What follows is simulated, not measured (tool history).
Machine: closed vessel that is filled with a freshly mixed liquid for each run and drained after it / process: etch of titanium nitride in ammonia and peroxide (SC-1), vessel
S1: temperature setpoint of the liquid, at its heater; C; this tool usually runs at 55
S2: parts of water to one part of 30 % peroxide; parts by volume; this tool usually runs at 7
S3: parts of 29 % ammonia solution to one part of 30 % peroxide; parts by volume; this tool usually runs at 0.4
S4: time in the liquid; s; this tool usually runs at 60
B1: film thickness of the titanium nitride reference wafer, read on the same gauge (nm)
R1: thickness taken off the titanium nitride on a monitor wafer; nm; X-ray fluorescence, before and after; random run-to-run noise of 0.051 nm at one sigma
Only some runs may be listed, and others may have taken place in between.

run,day,S1,S2,S3,S4,B1,R1
1,0,55,7,0.4,40,142.348,3.581
2,1.371,55,7,0.4,60,142.532,5.38
3,2.475,55,7,0.4,60,142.65,5.348
4,3.896,52,7,0.4,60,142.85,4.408
5,4.596,52,7,0.4,60,142.962,4.398
# day 5.021: new drum of ammonia solution connected
6,5.104,52,7,0.4,60,143.034,4.38
7,5.988,55,7,0.4,60,143.189,5.448
8,6.771,55,7,0.4,60,143.312,5.341
9,8.088,55,7,0.4,60,143.564,5.338
10,9.283,55,7,0.55,60,143.813,5.69
11,10.092,55,7,0.5,60,143.937,5.651
12,10.625,55,7,0.4,60,144.014,5.432
13,11.792,55,7,0.4,60,144.285,5.329
14,13.196,55,7,0.3,50,144.564,4.343
15,14.108,55,7,0.4,45,144.752,4.084
# day 15.183: ammonia flow meter replaced
16,15.396,55,7,0.35,60,145.045,5.3
# day 17.425: gauge calibrated
17,18.65,55,7,0.4,60,140.509,5.339
# day 19.983: thermometer replaced
18,20.004,55,7,0.45,40,140.527,3.595
19,21.071,52,7,0.4,95,140.552,6.793
20,22.479,48.5,7,0.2,60,140.589,2.98
21,23.854,55,7,0.4,60,140.679,5.36
22,24.412,55,5,0.6,60,140.699,6.58
23,25.429,55,7,0.4,60,140.713,5.297
24,26.292,55,7,0.4,60,140.794,5.304
25,27.146,55,7,0.4,60,140.843,5.219
26,27.838,55,7,0.4,60,140.909,5.34
27,28.742,55,7,0.4,30,140.992,2.609
28,29.379,63,7,0.5,50,140.992,7.664

Pick out some run-to-run changes in R1. Of each, how much would a tool without hidden state show as well, from the settings, what came in and chance, and how much is left for the hidden state and any gauge scatter not in both results compared?
The tool's hidden condition here consists of: liquid colder than its thermometer reads (K); ammonia flow below the setpoint (%); ammonia solution weaker than its label (%); gauge reads high (%).
Run 15 -> 16: S3 0.4 -> 0.35, S4 45 -> 60, ammonia flow meter replaced. R1 +1.216 nm: hidden state +0.05, all else +1.166.
Run 16 -> 17: S3 0.35 -> 0.4, gauge calibrated. R1 +0.039 nm: hidden state -0.164, all else +0.203.
Run 19 -> 20: S1 52 -> 48.5, S3 0.4 -> 0.2, S4 95 -> 60. R1 -3.813 nm: hidden state -0.015, all else -3.798.
Run 27 -> 28: S1 55 -> 63, S3 0.4 -> 0.5, S4 30 -> 50. R1 +5.055 nm: hidden state +0.037, all else +5.018.
